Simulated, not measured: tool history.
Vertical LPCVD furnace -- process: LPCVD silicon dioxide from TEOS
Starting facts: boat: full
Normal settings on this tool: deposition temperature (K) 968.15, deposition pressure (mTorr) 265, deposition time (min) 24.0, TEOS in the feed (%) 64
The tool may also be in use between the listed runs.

run    hour  deposition temperature (K)  deposition pressure (mTorr)  deposition time (min)  TEOS in the feed (%)  read-back reference wafer on the same gauge, thickness  film thickness on the monitor wafer in the middle of the boat (Å)
  1     0.0                      968.15                          265                   24.0                    64                                                  132.03                                                             1521.8
  2    49.1                      968.15                          265                   24.0                    64                                                  132.15                                                             1509.8
  3    95.2                      968.15                          265                   24.0                    64                                                  132.00                                                             1528.8
  4   192.5                      968.15                          265                   24.0                    64                                                  132.12                                                             1519.5
  5   299.8                      968.15                          265                   20.5                    60                                                  132.06                                                             1253.7
  6   392.4                      968.15                          265                   24.0                    64                                                  131.86                                                             1497.0
  7   454.9                      968.15                          265                   24.0                    64                                                  132.10                                                             1507.5
  8   493.0                      968.15                          265                   24.0                    64                                                  132.05                                                             1514.8
  9   559.5                      968.15                          265                   24.0                    64                                                  131.93                                                             1511.5
 10   610.0                      968.15                          265                   30.5                    64                                                  132.07                                                             1922.7
 11   692.7                      968.15                          265                   30.5                    64                                                  132.02                                                             1918.2
 12   742.2                      968.15                          265                   24.0                    64                                                  131.88                                                             1518.0
 13   840.2                      968.15                          265                   24.0                    64                                                  132.03                                                             1507.7
 14   959.6                      968.15                          265                   24.0                    64                                                  131.94                                                             1507.0
 15  1009.1                      975.15                          265                   24.0                    64                                                  131.93                                                             1788.8
 16  1107.7                      968.15                          265                   33.0                    75                                                  132.03                                                             2234.0
 17  1166.5                      968.15                          300                   24.0                    68                                                  131.87                                                             1638.0
 18  1238.5                      959.15                          205                   32.0                    73                                                  132.14                                                             1530.5
     1286.7  -- thermocouples replaced and temperature profile calibrated
     1316.5  -- gauge calibrated
     1361.9  -- pressure gauge zeroed
 19  1507.0                      968.15                          265                   24.0                    64                                                  131.92                                                             1511.7
 20  1593.6                      968.15                          265                   28.5                    64                                                  132.02                                                             1792.5
 21  1689.4                      968.15                          265                   24.0                    64                                                  132.05                                                             1511.4
     1752.1  -- TEOS flow controller replaced
 22  1752.6                      958.15                          285                   27.5                    76                                                  132.03                                                             1554.2
 23  1823.3                      964.15                          265                   33.0                    71                                                  132.11                                                             1981.0
 24  1897.8                      968.15                          265                   24.0                    57                                                  132.11                                                             1428.3
 25  1964.4                      968.15                          215                   29.5                    64                                                  131.80                                                             1675.0
 26  2066.3                      960.15                          230                   16.0                    76                                                  131.96                                                              845.7
 27  2130.6                      960.15                          230                   16.0                    76                                                  132.17                                                              846.5
 28  2196.1                      968.15                          265                   24.0                    64                                                  131.99                                                             1508.0
 29  2281.2                      968.15                          265                   24.0                    64                                                  131.94                                                             1511.7
 30  2359.6                      968.15                          225                   24.0                    71                                                  132.03                                                             1468.5

Alternative continuations, all from the tool just after run 30; predict every row:
  A  2363.9                      968.15                          265                   24.0                    64                                                       ?                                                                  ?
  B  2363.9                      979.15                          225                   24.0                    64                                                       ?                                                                  ?
  C  2363.9                      968.15                          265                   17.0                    64                                                       ?                                                                  ?
  D  2363.9                      968.15                          265                   28.0                    51                                                       ?                                                                  ?
  E  2363.9                      976.15                          265                   21.5                    55                                                       ?                                                                  ?

run  read-back reference wafer on the same gauge, thickness  film thickness on the monitor wafer in the middle of the boat (Å)
  A                                                  131.96                                                             1512.5
  B                                                  131.96                                                             1799.6
  C                                                  131.96                                                             1071.4
  D                                                  131.96                                                             1575.2
  E                                                  131.96                                                             1513.6
Without the tool's hidden state the same runs would have given:
run  film thickness on the monitor wafer in the middle of the boat (Å)
  A                                                             1512.5
  B                                                             1799.6
  C                                                             1071.4
  D                                                             1575.2
  E                                                             1513.6
